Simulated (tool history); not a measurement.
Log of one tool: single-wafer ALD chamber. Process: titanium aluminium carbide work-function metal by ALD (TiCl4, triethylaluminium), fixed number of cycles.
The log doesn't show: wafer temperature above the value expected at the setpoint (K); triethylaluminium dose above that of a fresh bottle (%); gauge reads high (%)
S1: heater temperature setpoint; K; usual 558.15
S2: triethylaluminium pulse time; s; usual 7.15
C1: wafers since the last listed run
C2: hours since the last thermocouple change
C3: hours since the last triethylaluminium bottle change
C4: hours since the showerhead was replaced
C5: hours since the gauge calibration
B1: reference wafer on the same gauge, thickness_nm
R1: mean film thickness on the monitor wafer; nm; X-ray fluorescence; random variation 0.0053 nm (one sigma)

Run 1, hour 0.0: usual settings; C1 0; C2 1320.6; C3 976.4; C4 2674.7; C5 98.4; B1 1.591. Result: R1 1.655 nm.
Run 2, hour 13.3: usual settings; C1 174; C2 1333.9; C3 989.7; C4 2688.0; C5 111.7; B1 1.590. Result: R1 1.660 nm.
Run 3, hour 30.8: usual settings; C1 229; C2 1351.4; C3 1007.2; C4 2705.5; C5 129.2; B1 1.591. Result: R1 1.669 nm.
Run 4, hour 59.8: usual settings; C1 379; C2 1380.4; C3 1036.2; C4 2734.5; C5 158.2; B1 1.590. Result: R1 1.665 nm.
Run 5, hour 70.3: usual settings; C1 137; C2 1390.9; C3 1046.7; C4 2745.0; C5 168.7; B1 1.590. Result: R1 1.662 nm.
Run 6, hour 81.4: usual settings; C1 145; C2 1402.0; C3 1057.8; C4 2756.1; C5 179.8; B1 1.591. Result: R1 1.661 nm.
Run 7, hour 91.1: usual settings; C1 126; C2 1411.7; C3 1067.5; C4 2765.8; C5 189.5; B1 1.590. Result: R1 1.659 nm.
Run 8, hour 104.8: usual settings; C1 179; C2 1425.4; C3 1081.2; C4 2779.5; C5 203.2; B1 1.590. Result: R1 1.638 nm.
Run 9, hour 111.6: usual settings; C1 89; C2 1432.2; C3 1088.0; C4 2786.3; C5 210.0; B1 1.590. Result: R1 1.650 nm.
At hour 122.1: thermocouple changed; heater temperature recalibrated.
Run 10, hour 128.9: usual settings but S1 550.15 K, S2 8.12 s; C1 121; C2 6.8; C3 1105.3; C4 2803.6; C5 227.3; B1 1.590. Result: R1 1.651 nm.
Run 11, hour 140.9: usual settings but S1 562.15 K; C1 157; C2 18.8; C3 1117.3; C4 2815.6; C5 239.3; B1 1.588. Result: R1 1.676 nm.
Run 12, hour 153.9: usual settings but S1 562.15 K; C1 170; C2 31.8; C3 1130.3; C4 2828.6; C5 252.3; B1 1.590. Result: R1 1.680 nm.
Run 13, hour 169.2: usual settings but S1 550.15 K, S2 6.01 s; C1 200; C2 47.1; C3 1145.6; C4 2843.9; C5 267.6; B1 1.589. Result: R1 1.478 nm.
Run 14, hour 181.7: usual settings but S2 8.71 s; C1 163; C2 59.6; C3 1158.1; C4 2856.4; C5 280.1; B1 1.590. Result: R1 1.752 nm.
Run 15, hour 197.2: usual settings; C1 202; C2 75.1; C3 1173.6; C4 2871.9; C5 295.6; B1 1.590. Result: R1 1.637 nm.
Run 16, hour 211.2: usual settings but S1 550.15 K, S2 9.65 s; C1 183; C2 89.1; C3 1187.6; C4 2885.9; C5 309.6; B1 1.589. Result: R1 1.721 nm.
At hour 224.7: triethylaluminium bottle replaced.
Run 17, hour 228.4: usual settings but S1 569.15 K, S2 4.77 s; C1 120; C2 106.3; C3 3.7; C4 2903.1; C5 326.8; B1 1.589. Result: R1 1.247 nm.
At hour 240.6: showerhead replaced.
Run 18, hour 241.1: usual settings but S1 543.15 K, S2 5.91 s; C1 61; C2 119.0; C3 16.4; C4 0.5; C5 339.5; B1 1.589. Result: R1 1.299 nm.
At hour 248.1: gauge calibrated.
Run 19, hour 252.3: usual settings but S1 568.15 K, S2 9.12 s; C1 146; C2 130.2; C3 27.6; C4 11.7; C5 4.2; B1 1.589. Result: R1 1.735 nm.
Run 20, hour 262.9: usual settings but S1 564.15 K; C1 138; C2 140.8; C3 38.2; C4 22.3; C5 14.8; B1 1.591. Result: R1 1.564 nm.
Run 21, hour 272.5: usual settings but S1 552.15 K, S2 8.51 s; C1 125; C2 150.4; C3 47.8; C4 31.9; C5 24.4; B1 1.590. Result: R1 1.602 nm.
Run 22, hour 280.3: usual settings but S1 547.15 K, S2 8.24 s; C1 102; C2 158.2; C3 55.6; C4 39.7; C5 32.2; B1 1.589. Result: R1 1.551 nm.
Run 23, hour 286.8: usual settings; C1 85; C2 164.7; C3 62.1; C4 46.2; C5 38.7; B1 1.590. Result: R1 1.528 nm.
At hour 306.2: triethylaluminium bottle replaced, repeated, since the last time left the tool worse.
Run 24, hour 306.7: usual settings but S1 549.15 K, S2 9.86 s; C1 155; C2 184.6; C3 0.5; C4 66.1; C5 58.6; B1 1.590. Result: R1 1.757 nm.
Run 25, hour 319.0: usual settings but S1 564.15 K, S2 4.80 s; C1 161; C2 196.9; C3 12.8; C4 78.4; C5 70.9; B1 1.590. Result: R1 1.490 nm.
Run 26, hour 333.0: usual settings but S1 545.15 K, S2 8.22 s; C1 183; C2 210.9; C3 26.8; C4 92.4; C5 84.9; B1 1.590. Result: R1 1.684 nm.
Run 27, hour 340.5: usual settings but S1 551.15 K, S2 9.64 s; C1 98; C2 218.4; C3 34.3; C4 99.9; C5 92.4; B1 1.590. Result: R1 1.771 nm.
Run 28, hour 349.5: usual settings but S1 565.15 K, S2 9.06 s; C1 117; C2 227.4; C3 43.3; C4 108.9; C5 101.4; B1 1.591. Result: R1 1.844 nm.
Run 29, hour 381.5: usual settings; C1 418; C2 259.4; C3 75.3; C4 140.9; C5 133.4; B1 1.590. Result: R1 1.715 nm.

3 ways to go on from here, each from the tool as it stands after run 29. What would each give?
Run A, hour 381.9: usual settings; C1 5; C2 259.8; C3 75.7; C4 141.3; C5 133.8; B1 ?. Result: R1 ?.
Run B, hour 381.9: usual settings but S2 5.46 s; C1 5; C2 259.8; C3 75.7; C4 141.3; C5 133.8; B1 ?. Result: R1 ?.
Run C, hour 381.9: usual settings but S1 568.15 K, S2 9.33 s; C1 5; C2 259.8; C3 75.7; C4 141.3; C5 133.8; B1 ?. Result: R1 ?.

run     B1     R1
  A  1.590  1.710
  B  1.590  1.547
  C  1.590  1.879
Without the tool's hidden state the same runs would have given:
run     R1
  A  1.713
  B  1.552
  C  1.881
